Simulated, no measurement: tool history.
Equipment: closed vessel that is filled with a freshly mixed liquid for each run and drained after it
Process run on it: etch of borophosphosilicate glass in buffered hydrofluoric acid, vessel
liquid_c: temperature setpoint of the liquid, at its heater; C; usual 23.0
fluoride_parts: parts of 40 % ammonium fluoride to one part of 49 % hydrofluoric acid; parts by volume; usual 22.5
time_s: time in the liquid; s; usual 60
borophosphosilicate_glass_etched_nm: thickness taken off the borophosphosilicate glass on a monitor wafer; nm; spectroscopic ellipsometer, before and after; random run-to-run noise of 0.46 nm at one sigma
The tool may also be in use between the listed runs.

run,hour,liquid_c,fluoride_parts,time_s,wafers since the last listed run,hours since the thermometer was replaced,hours since the hydrofluoric acid flow meter was replaced,hours since the gauge calibration,"read-back film thickness of the borophosphosilicate glass reference wafer, read on the same gauge (nm)",borophosphosilicate_glass_etched_nm
1,0.0,23.0,27.0,60,0,1115.7,492.6,1254.7,129.99,51.57
2,42.8,23.0,22.5,60,4661,1158.5,535.4,1297.5,129.98,58.41
3,107.6,23.0,25.5,60,7057,1223.3,600.2,1362.3,129.99,53.99
4,160.5,23.0,25.5,60,5761,1276.2,653.1,1415.2,129.98,55.48
5,268.3,23.0,25.5,60,11740,1384.0,760.9,1523.0,129.97,55.41
6,335.4,26.5,22.5,60,7307,1451.1,828.0,1590.1,130.01,72.85
7,392.8,26.5,22.5,60,6251,1508.5,885.4,1647.5,129.97,72.11
8,592.7,26.5,22.5,60,21771,1708.4,1085.3,1847.4,129.98,73.45
9,629.5,23.0,19.0,60,4007,1745.2,1122.1,1884.2,129.99,68.98
10,690.1,23.0,19.0,60,6600,1805.8,1182.7,1944.8,129.97,69.50
11,739.8,23.0,19.0,60,5412,1855.5,1232.4,1994.5,129.99,69.36
12,832.2,23.0,22.5,60,10063,1947.9,1324.8,2086.9,130.03,60.99
13,899.0,23.0,22.5,60,7275,2014.7,1391.6,2153.7,130.01,61.12
14,954.5,23.0,22.5,60,6044,2070.2,1447.1,2209.2,130.00,60.43
# hour 961.3: thermometer replaced
15,1051.1,23.0,22.5,60,10411,89.8,1543.7,2305.8,129.98,57.61
16,1091.3,23.0,20.0,30,4378,130.0,1583.9,2346.0,130.01,31.42
17,1198.7,23.0,22.5,60,11697,237.4,1691.3,2453.4,130.03,57.46
# hour 1224.3: gauge calibrated
18,1306.6,23.0,22.5,35,11751,345.3,1799.2,82.3,129.98,34.19
19,1343.6,27.5,30.0,90,4029,382.3,1836.2,119.3,130.01,91.21
20,1459.1,26.0,15.5,60,12579,497.8,1951.7,234.8,129.99,96.54
# hour 1496.5: hydrofluoric acid flow meter replaced
21,1507.7,23.0,22.5,45,5184,546.4,11.2,283.4,129.98,44.27
22,1569.6,21.5,26.5,60,6741,608.3,73.1,345.3,129.97,48.04
23,1613.4,23.0,22.5,85,4770,652.1,116.9,389.1,130.00,83.55
24,1814.8,23.0,22.5,60,21934,853.5,318.3,590.5,130.01,58.30
25,1914.6,21.0,17.5,50,10869,953.3,418.1,690.3,129.99,54.06
26,2013.5,25.5,22.5,60,10771,1052.2,517.0,789.2,130.01,67.52
27,2114.3,26.0,28.0,60,10978,1153.0,617.8,890.0,129.99,60.41
28,2220.5,23.0,22.5,60,11566,1259.2,724.0,996.2,130.04,59.31
29,2289.8,23.0,19.5,30,7547,1328.5,793.3,1065.5,129.97,33.24
30,2380.0,26.5,30.0,35,9823,1418.7,883.5,1155.7,129.99,34.74

Each row is a separate what-if for the run after 30, all from the same tool condition, not one after another. Results?
A,2380.7,23.0,22.5,60,76,1419.4,884.2,1156.4,?,?
B,2380.7,18.5,25.5,60,76,1419.4,884.2,1156.4,?,?
C,2380.7,23.0,30.0,45,76,1419.4,884.2,1156.4,?,?
D,2380.7,23.0,28.0,40,76,1419.4,884.2,1156.4,?,?

run,"read-back film thickness of the borophosphosilicate glass reference wafer, read on the same gauge (nm)",borophosphosilicate_glass_etched_nm
A,130.00,60.21
B,130.00,43.08
C,130.00,37.02
D,130.00,34.51
Without the tool's hidden state the same runs would have given:
run,borophosphosilicate_glass_etched_nm
A,57.67
B,41.21
C,35.45
D,33.05
